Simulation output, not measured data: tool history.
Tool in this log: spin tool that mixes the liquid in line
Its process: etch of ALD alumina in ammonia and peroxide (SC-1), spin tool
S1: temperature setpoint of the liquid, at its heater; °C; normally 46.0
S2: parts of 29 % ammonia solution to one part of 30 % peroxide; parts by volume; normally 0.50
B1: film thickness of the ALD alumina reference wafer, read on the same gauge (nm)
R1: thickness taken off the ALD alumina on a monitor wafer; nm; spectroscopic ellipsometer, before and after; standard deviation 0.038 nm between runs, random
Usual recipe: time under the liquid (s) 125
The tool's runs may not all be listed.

run 1 day=0.000 | S1=46.0 S2=0.50 time_under_the_liquid_(s)=85 | B1=139.99 | R1=4.97
run 2 day=0.512 | S1=46.0 S2=0.50 time_under_the_liquid_(s)=125 | B1=139.98 | R1=7.40
run 3 day=1.158 | S1=46.0 S2=0.50 time_under_the_liquid_(s)=125 | B1=140.01 | R1=7.41
run 4 day=1.821 | S1=46.0 S2=0.50 time_under_the_liquid_(s)=125 | B1=140.02 | R1=7.40
run 5 day=2.508 | S1=46.0 S2=0.50 time_under_the_liquid_(s)=125 | B1=140.02 | R1=7.37
run 6 day=3.021 | S1=46.0 S2=0.50 time_under_the_liquid_(s)=125 | B1=140.00 | R1=7.48
-- day=3.650 new drum of ammonia solution connected
run 7 day=3.750 | S1=46.0 S2=0.50 time_under_the_liquid_(s)=125 | B1=140.00 | R1=7.38
run 8 day=4.158 | S1=38.0 S2=0.65 time_under_the_liquid_(s)=185 | B1=139.97 | R1=7.14
run 9 day=4.571 | S1=54.5 S2=0.50 time_under_the_liquid_(s)=125 | B1=140.01 | R1=11.84
run 10 day=4.825 | S1=46.0 S2=0.50 time_under_the_liquid_(s)=75 | B1=140.02 | R1=4.43
run 11 day=5.483 | S1=46.0 S2=0.50 time_under_the_liquid_(s)=155 | B1=139.99 | R1=9.19
-- day=5.917 heated supply line repaired
run 12 day=5.938 | S1=38.0 S2=0.40 time_under_the_liquid_(s)=125 | B1=140.00 | R1=4.53
-- day=6.138 thermometer replaced
run 13 day=6.162 | S1=46.0 S2=0.50 time_under_the_liquid_(s)=125 | B1=140.02 | R1=6.62
run 14 day=6.483 | S1=53.0 S2=0.50 time_under_the_liquid_(s)=125 | B1=140.01 | R1=9.75
-- day=6.529 gauge calibrated
run 15 day=7.154 | S1=46.0 S2=0.35 time_under_the_liquid_(s)=125 | B1=140.01 | R1=6.41
run 16 day=7.867 | S1=52.0 S2=0.50 time_under_the_liquid_(s)=125 | B1=140.00 | R1=9.33
-- day=8.221 ammonia flow meter replaced
run 17 day=8.396 | S1=46.0 S2=0.50 time_under_the_liquid_(s)=125 | B1=140.01 | R1=6.67
run 18 day=9.375 | S1=40.5 S2=0.40 time_under_the_liquid_(s)=125 | B1=140.00 | R1=4.71
run 19 day=9.796 | S1=46.0 S2=0.50 time_under_the_liquid_(s)=125 | B1=140.03 | R1=6.61
run 20 day=10.262 | S1=50.5 S2=0.40 time_under_the_liquid_(s)=95 | B1=140.00 | R1=6.34
run 21 day=10.642 | S1=55.0 S2=0.50 time_under_the_liquid_(s)=125 | B1=139.99 | R1=10.89
run 22 day=10.988 | S1=54.5 S2=0.50 time_under_the_liquid_(s)=70 | B1=140.02 | R1=5.97
run 23 day=11.383 | S1=38.0 S2=0.40 time_under_the_liquid_(s)=125 | B1=140.00 | R1=4.12
run 24 day=11.679 | S1=46.0 S2=0.50 time_under_the_liquid_(s)=125 | B1=140.02 | R1=6.70
run 25 day=12.217 | S1=40.0 S2=0.60 time_under_the_liquid_(s)=200 | B1=140.02 | R1=7.72

How would selected steps in R1 from run to run divide? Give the signed amount a tool lacking its hidden state would still show from settings, what came in and random variation, and the signed amount left for the hidden state, including any gauge scatter that is not in both of the compared results.
Hidden state at play: liquid hotter than its thermometer reads (K); ammonia flow above the setpoint (%); temperature lost on the way to the wafer (K); ammonia solution weaker than its label (%); gauge reads high (%).
Run 9 -> 10: S1 54.5 -> 46.0, time under the liquid (s) 125 -> 75. R1 -7.41 nm: hidden state -0.83, all else -6.58.
Run 10 -> 11: time under the liquid (s) 75 -> 155. R1 +4.76 nm: hidden state +0.59, all else +4.17.
Run 21 -> 22: S1 55.0 -> 54.5, time under the liquid (s) 125 -> 70. R1 -4.92 nm: hidden state -0.13, all else -4.79.

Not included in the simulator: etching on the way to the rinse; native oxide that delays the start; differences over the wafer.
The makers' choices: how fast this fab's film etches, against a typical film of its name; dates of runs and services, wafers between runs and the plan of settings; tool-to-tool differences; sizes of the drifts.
